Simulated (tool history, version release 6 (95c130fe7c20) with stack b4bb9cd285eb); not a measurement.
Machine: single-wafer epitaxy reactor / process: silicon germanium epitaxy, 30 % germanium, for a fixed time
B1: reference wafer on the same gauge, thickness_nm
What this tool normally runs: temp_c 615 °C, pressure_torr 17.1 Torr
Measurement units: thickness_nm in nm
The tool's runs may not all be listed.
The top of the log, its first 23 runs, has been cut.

{"run": 24, "hour": 1926.1, "temp_c": 615, "pressure_torr": 14.2, "B1": 74.134, "thickness_nm": 69.622}
{"run": 25, "hour": 1972.0, "temp_c": 608, "pressure_torr": 20.5, "B1": 73.94, "thickness_nm": 70.036}
{"hour": 1984.6, "done": "pyrometer calibrated"}
{"run": 26, "hour": 2068.9, "temp_c": 615, "pressure_torr": 17.1, "B1": 73.917, "thickness_nm": 74.349}
{"run": 27, "hour": 2121.4, "temp_c": 615, "pressure_torr": 17.1, "B1": 73.954, "thickness_nm": 73.702}
{"run": 28, "hour": 2200.0, "temp_c": 626, "pressure_torr": 20.1, "B1": 73.767, "thickness_nm": 94.159}
{"run": 29, "hour": 2277.3, "temp_c": 607, "pressure_torr": 21.1, "B1": 73.597, "thickness_nm": 69.325}
{"run": 30, "hour": 2325.6, "temp_c": 619, "pressure_torr": 21.0, "B1": 73.628, "thickness_nm": 84.785}
{"run": 31, "hour": 2362.1, "temp_c": 602, "pressure_torr": 17.1, "B1": 73.482, "thickness_nm": 59.015}
{"run": 32, "hour": 2423.5, "temp_c": 622, "pressure_torr": 17.1, "B1": 73.458, "thickness_nm": 83.424}
{"run": 33, "hour": 2481.8, "temp_c": 628, "pressure_torr": 19.3, "B1": 73.28, "thickness_nm": 95.358}
{"run": 34, "hour": 2539.7, "temp_c": 615, "pressure_torr": 17.1, "B1": 73.281, "thickness_nm": 73.152}
{"run": 35, "hour": 2628.8, "temp_c": 610, "pressure_torr": 17.1, "B1": 72.965, "thickness_nm": 66.775}
{"run": 36, "hour": 2693.1, "temp_c": 615, "pressure_torr": 17.1, "B1": 72.909, "thickness_nm": 73.283}

Predict each of these 3 candidate next runs independently; none follows another, all start after run 36:
{"run": "A", "hour": 2693.5, "temp_c": 615, "pressure_torr": 17.1, "B1": "?", "thickness_nm": "?"}
{"run": "B", "hour": 2693.5, "temp_c": 625, "pressure_torr": 14.9, "B1": "?", "thickness_nm": "?"}
{"run": "C", "hour": 2693.5, "temp_c": 623, "pressure_torr": 17.1, "B1": "?", "thickness_nm": "?"}

run=A B1=72.853 thickness_nm=72.355
run=B B1=72.853 thickness_nm=81.809
run=C B1=72.853 thickness_nm=82.854
Take away the tool's hidden state, keep each run's random variation, and the runs would have read:
run=A thickness_nm=73.671
run=B thickness_nm=83.297
run=C thickness_nm=84.361
